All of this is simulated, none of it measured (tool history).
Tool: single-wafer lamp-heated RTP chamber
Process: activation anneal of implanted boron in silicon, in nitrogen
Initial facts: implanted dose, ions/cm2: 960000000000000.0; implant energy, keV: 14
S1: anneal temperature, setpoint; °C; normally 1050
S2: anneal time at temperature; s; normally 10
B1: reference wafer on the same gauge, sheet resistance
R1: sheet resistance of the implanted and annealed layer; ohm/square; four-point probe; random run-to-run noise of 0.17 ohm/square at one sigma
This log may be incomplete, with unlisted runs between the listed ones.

run 1 hour=0.0 | S1=1050 S2=8 | B1=115.97 | R1=115.22
-- hour=56.4 pyrometer window cleaned and pyrometer calibrated
run 2 hour=56.9 | S1=1050 S2=10 | B1=116.02 | R1=115.81
run 3 hour=158.9 | S1=1050 S2=10 | B1=115.98 | R1=115.60
run 4 hour=232.8 | S1=1050 S2=10 | B1=116.01 | R1=115.44
run 5 hour=271.7 | S1=1050 S2=10 | B1=116.00 | R1=115.14
run 6 hour=311.2 | S1=1050 S2=10 | B1=115.98 | R1=115.41
run 7 hour=356.6 | S1=1050 S2=10 | B1=116.00 | R1=115.22
run 8 hour=445.6 | S1=1050 S2=10 | B1=116.03 | R1=115.11
-- hour=542.0 pyrometer window cleaned and pyrometer calibrated
run 9 hour=635.6 | S1=1050 S2=10 | B1=116.04 | R1=115.23
run 10 hour=738.1 | S1=1050 S2=10 | B1=115.96 | R1=115.27
-- hour=839.2 reflector plate cleaned
run 11 hour=839.7 | S1=1050 S2=10 | B1=116.03 | R1=115.06
run 12 hour=909.5 | S1=1050 S2=10 | B1=116.01 | R1=115.19
run 13 hour=1006.1 | S1=1073 S2=10 | B1=115.90 | R1=114.52
run 14 hour=1076.6 | S1=1038 S2=5 | B1=115.99 | R1=116.40
-- hour=1120.6 pyrometer window cleaned and pyrometer calibrated
run 15 hour=1176.6 | S1=1050 S2=10 | B1=116.03 | R1=115.78
run 16 hour=1228.2 | S1=1059 S2=10 | B1=116.01 | R1=114.85
run 17 hour=1281.1 | S1=1050 S2=10 | B1=116.07 | R1=115.54
run 18 hour=1332.2 | S1=1068 S2=14 | B1=115.98 | R1=114.69
run 19 hour=1392.2 | S1=1050 S2=10 | B1=115.93 | R1=115.14
run 20 hour=1461.0 | S1=1050 S2=10 | B1=116.03 | R1=115.59
-- hour=1502.1 gauge calibrated
run 21 hour=1513.3 | S1=1030 S2=5 | B1=116.03 | R1=117.19
run 22 hour=1588.2 | S1=1062 S2=15 | B1=115.98 | R1=114.22
-- hour=1695.9 pyrometer window cleaned and pyrometer calibrated
-- hour=1703.1 reflector plate cleaned
run 23 hour=1745.3 | S1=1061 S2=16 | B1=116.00 | R1=114.19
run 24 hour=1822.9 | S1=1026 S2=7 | B1=115.97 | R1=117.70
run 25 hour=1888.1 | S1=1037 S2=10 | B1=115.98 | R1=116.11
run 26 hour=1979.8 | S1=1061 S2=14 | B1=115.98 | R1=114.66

Branching from run 26: 5 alternative next runs. What would each branch give?
run A hour=1980.2 | S1=1050 S2=10 | B1=? | R1=?
run B hour=1980.2 | S1=1032 S2=7 | B1=? | R1=?
run C hour=1980.2 | S1=1063 S2=13 | B1=? | R1=?
run D hour=1980.2 | S1=1022 S2=15 | B1=? | R1=?
run E hour=1980.2 | S1=1067 S2=7 | B1=? | R1=?

run=A B1=116.07 R1=115.41
run=B B1=116.07 R1=116.87
run=C B1=116.07 R1=114.62
run=D B1=116.07 R1=116.63
run=E B1=116.07 R1=115.30
With no hidden state in the tool, these same runs would have given:
run=A R1=115.92
run=B R1=117.92
run=C R1=114.94
run=D R1=117.87
run=E R1=115.55
